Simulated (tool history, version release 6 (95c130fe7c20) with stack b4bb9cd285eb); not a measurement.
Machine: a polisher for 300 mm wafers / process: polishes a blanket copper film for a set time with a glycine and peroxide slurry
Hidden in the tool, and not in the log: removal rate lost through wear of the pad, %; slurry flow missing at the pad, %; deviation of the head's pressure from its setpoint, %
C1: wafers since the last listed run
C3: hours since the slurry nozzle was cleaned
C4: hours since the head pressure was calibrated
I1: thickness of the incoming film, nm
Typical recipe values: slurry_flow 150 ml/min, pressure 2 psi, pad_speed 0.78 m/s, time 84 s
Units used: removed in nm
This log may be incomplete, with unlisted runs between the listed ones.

run 1 hour=0 | slurry_flow=150 pressure=2 pad_speed=0.66 time=84 | C1=0 wafers_polished_on_this_pad=911 C3=243.6 C4=937.7 | I1=1135.6 | removed=273.1
-- hour=26.2 slurry nozzle cleaned
run 2 hour=45.9 | slurry_flow=150 pressure=2 pad_speed=0.78 time=84 | C1=233 wafers_polished_on_this_pad=1144 C3=19.7 C4=983.6 | I1=1149.4 | removed=304.7
run 3 hour=77.3 | slurry_flow=150 pressure=2 pad_speed=0.78 time=84 | C1=163 wafers_polished_on_this_pad=1308 C3=51.1 C4=1015 | I1=1125.7 | removed=304.5
-- hour=94 worn pad replaced by a new one
run 4 hour=102.7 | slurry_flow=150 pressure=2 pad_speed=0.78 time=84 | C1=111 wafers_polished_on_this_pad=45 C3=76.5 C4=1040.4 | I1=1127 | removed=307.3
run 5 hour=130.6 | slurry_flow=165 pressure=2 pad_speed=0.78 time=84 | C1=145 wafers_polished_on_this_pad=190 C3=104.4 C4=1068.3 | I1=1131.5 | removed=311.9
run 6 hour=153.6 | slurry_flow=150 pressure=2 pad_speed=0.78 time=84 | C1=119 wafers_polished_on_this_pad=310 C3=127.4 C4=1091.3 | I1=1137.9 | removed=301.3
run 7 hour=183.8 | slurry_flow=150 pressure=2 pad_speed=0.78 time=84 | C1=157 wafers_polished_on_this_pad=467 C3=157.6 C4=1121.5 | I1=1121.8 | removed=306.9
run 8 hour=217.6 | slurry_flow=150 pressure=1.8 pad_speed=0.78 time=84 | C1=175 wafers_polished_on_this_pad=643 C3=191.4 C4=1155.3 | I1=1140.7 | removed=292.2
run 9 hour=235 | slurry_flow=150 pressure=1.8 pad_speed=0.78 time=84 | C1=90 wafers_polished_on_this_pad=733 C3=208.8 C4=1172.7 | I1=1131.6 | removed=288.4
run 10 hour=258.3 | slurry_flow=150 pressure=2 pad_speed=0.78 time=84 | C1=121 wafers_polished_on_this_pad=855 C3=232.1 C4=1196 | I1=1164 | removed=303.3
-- hour=268.6 slurry nozzle cleaned
run 11 hour=309.9 | slurry_flow=150 pressure=2 pad_speed=0.78 time=84 | C1=263 wafers_polished_on_this_pad=1118 C3=41.3 C4=1247.6 | I1=1141.1 | removed=301.9
run 12 hour=324.6 | slurry_flow=150 pressure=2 pad_speed=0.78 time=84 | C1=76 wafers_polished_on_this_pad=1194 C3=56 C4=1262.3 | I1=1130.1 | removed=307.3
-- hour=339.5 worn pad replaced by a new one
run 13 hour=354.3 | slurry_flow=150 pressure=2 pad_speed=0.78 time=84 | C1=133 wafers_polished_on_this_pad=76 C3=85.7 C4=1292 | I1=1158 | removed=308.7
run 14 hour=379.9 | slurry_flow=150 pressure=2 pad_speed=0.78 time=84 | C1=133 wafers_polished_on_this_pad=210 C3=111.3 C4=1317.6 | I1=1141.9 | removed=301.3
run 15 hour=396.1 | slurry_flow=150 pressure=2 pad_speed=0.78 time=84 | C1=84 wafers_polished_on_this_pad=294 C3=127.5 C4=1333.8 | I1=1148.9 | removed=300.3
run 16 hour=426.4 | slurry_flow=115 pressure=2 pad_speed=0.64 time=84 | C1=157 wafers_polished_on_this_pad=452 C3=157.8 C4=1364.1 | I1=1138.5 | removed=246.5
run 17 hour=456.1 | slurry_flow=185 pressure=2.6 pad_speed=0.98 time=84 | C1=154 wafers_polished_on_this_pad=606 C3=187.5 C4=1393.8 | I1=1142.4 | removed=419.1
-- hour=459.5 head pressure recalibrated
run 18 hour=481.5 | slurry_flow=150 pressure=2 pad_speed=0.78 time=84 | C1=121 wafers_polished_on_this_pad=728 C3=212.9 C4=22 | I1=1144.2 | removed=319
run 19 hour=500.7 | slurry_flow=150 pressure=2 pad_speed=0.78 time=84 | C1=99 wafers_polished_on_this_pad=828 C3=232.1 C4=41.2 | I1=1142.8 | removed=321.4
-- hour=510.2 slurry nozzle cleaned
run 20 hour=513 | slurry_flow=150 pressure=1.8 pad_speed=0.92 time=84 | C1=58 wafers_polished_on_this_pad=887 C3=2.8 C4=53.5 | I1=1143.7 | removed=349.5
run 21 hour=548.7 | slurry_flow=120 pressure=2 pad_speed=0.78 time=84 | C1=185 wafers_polished_on_this_pad=1072 C3=38.5 C4=89.2 | I1=1144.7 | removed=303.1
-- hour=616.3 worn pad replaced by a new one
run 22 hour=616.8 | slurry_flow=150 pressure=2.6 pad_speed=0.78 time=108 | C1=333 wafers_polished_on_this_pad=2 C3=106.6 C4=157.3 | I1=1146.8 | removed=460.4
run 23 hour=673.6 | slurry_flow=105 pressure=2 pad_speed=0.78 time=84 | C1=295 wafers_polished_on_this_pad=298 C3=163.4 C4=214.1 | I1=1135.2 | removed=291
run 24 hour=688.2 | slurry_flow=150 pressure=2.5 pad_speed=0.86 time=107 | C1=75 wafers_polished_on_this_pad=374 C3=178 C4=228.7 | I1=1123.8 | removed=483.1
run 25 hour=720.2 | slurry_flow=185 pressure=2.4 pad_speed=1 time=94 | C1=166 wafers_polished_on_this_pad=540 C3=210 C4=260.7 | I1=1128.6 | removed=479.7
run 26 hour=735.8 | slurry_flow=105 pressure=1.8 pad_speed=0.78 time=84 | C1=81 wafers_polished_on_this_pad=622 C3=225.6 C4=276.3 | I1=1156.8 | removed=281.4
-- hour=754.4 slurry nozzle cleaned
run 27 hour=768.2 | slurry_flow=150 pressure=2 pad_speed=0.78 time=75 | C1=163 wafers_polished_on_this_pad=785 C3=13.8 C4=308.7 | I1=1139.4 | removed=279.6
run 28 hour=793.8 | slurry_flow=110 pressure=2 pad_speed=0.78 time=84 | C1=133 wafers_polished_on_this_pad=918 C3=39.4 C4=334.3 | I1=1128 | removed=298.1
run 29 hour=825.6 | slurry_flow=150 pressure=2 pad_speed=0.78 time=84 | C1=165 wafers_polished_on_this_pad=1084 C3=71.2 C4=366.1 | I1=1154.2 | removed=307.8
run 30 hour=840.6 | slurry_flow=150 pressure=2 pad_speed=0.78 time=84 | C1=78 wafers_polished_on_this_pad=1162 C3=86.2 C4=381.1 | I1=1125.9 | removed=321.5

What will run 31 give?
run 31 hour=860.7 | slurry_flow=150 pressure=2 pad_speed=0.78 time=111 | C1=104 wafers_polished_on_this_pad=1266 C3=106.3 C4=401.2 | I1=1154 | removed=?

Run 31 gave removed 418.8 nm.
With the hidden condition absent and the run-to-run variation left alone, this run would have shown removed 425.5 nm.
